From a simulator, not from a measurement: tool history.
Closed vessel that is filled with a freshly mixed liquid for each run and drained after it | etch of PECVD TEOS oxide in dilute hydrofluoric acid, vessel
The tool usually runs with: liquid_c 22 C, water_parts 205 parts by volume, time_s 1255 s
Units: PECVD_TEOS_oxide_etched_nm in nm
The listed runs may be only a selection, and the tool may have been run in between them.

run     day  liquid_c  water_parts  time_s  read-back film thickness of the PECVD TEOS oxide reference wafer, read on the same gauge (nm)  PECVD_TEOS_oxide_etched_nm
  1       0        22          205    1255                                                                                         119.99                       46.41
  2   1.242        22          230    1075                                                                                         119.99                       34.41
      1.308  -- hydrofluoric acid flow meter replaced
  3   2.325        22          230    1075                                                                                         120.01                       34.45
  4   3.279        22          230    1075                                                                                            120                       34.37
  5    4.35        22          205    1255                                                                                            120                       46.49
  6   5.625        22          205    1255                                                                                            120                       46.19
  7   6.317        22          205    1255                                                                                         119.99                        46.6
  8   7.362        22          205    1665                                                                                            120                       61.67
  9   8.492        22          205    1665                                                                                         119.99                       60.79
 10   9.671        22          170    1255                                                                                         119.99                        58.1
 11  10.392        22          170    1255                                                                                         120.02                       57.32
 12  11.462        22          170    1255                                                                                            120                       57.75
 13  11.979        22          240    1255                                                                                            120                       38.19
 14    12.8        22          240    1255                                                                                         120.02                        38.3
 15  13.408        23          205    1255                                                                                         120.02                       47.62
 16    14.8        22          205    1255                                                                                         119.99                       45.69
     14.962  -- gauge calibrated
 17  15.625        27          205    1010                                                                                         120.02                       44.72
 18  16.846      19.5          285     795                                                                                            120                       17.69
 19    17.6        22          205    1255                                                                                            120                       46.22
 20  18.367      25.5          205    1255                                                                                         120.01                       53.08
 21  19.629      18.5          150     935                                                                                         119.99                       43.45
 22  20.792        22          180    1255                                                                                         120.01                       53.97
 23  22.179        22          205    1255                                                                                         119.98                       46.11
 24  23.375      20.5          255    1970                                                                                         120.01                       52.08
      23.55  -- thermometer replaced
     24.042  -- hydrofluoric acid flow meter replaced
 25  24.542      25.5          295    1845                                                                                         119.98                        48.8
 26  25.575        22          205     960                                                                                         119.98                        35.5
 27  26.188      26.5          240     635                                                                                            120                       22.71
 28   27.25      17.5          160     790                                                                                            120                       32.73
 29  28.375        20          120    1255                                                                                            120                       78.79
 30  31.262        20          245     835                                                                                            120                       22.71
 31   32.75        22          205    1255                                                                                            120                       46.38
 32  33.962      23.5          205    1255                                                                                         120.02                       49.42
 33  34.708        24          115    1570                                                                                         120.01                      122.52

Hidden state, per run?
liquid hotter than its thermometer reads (K): 0 on each run
hydrofluoric acid flow above the setpoint (%): 0 on each run
gauge reads high (%): 0 on each run
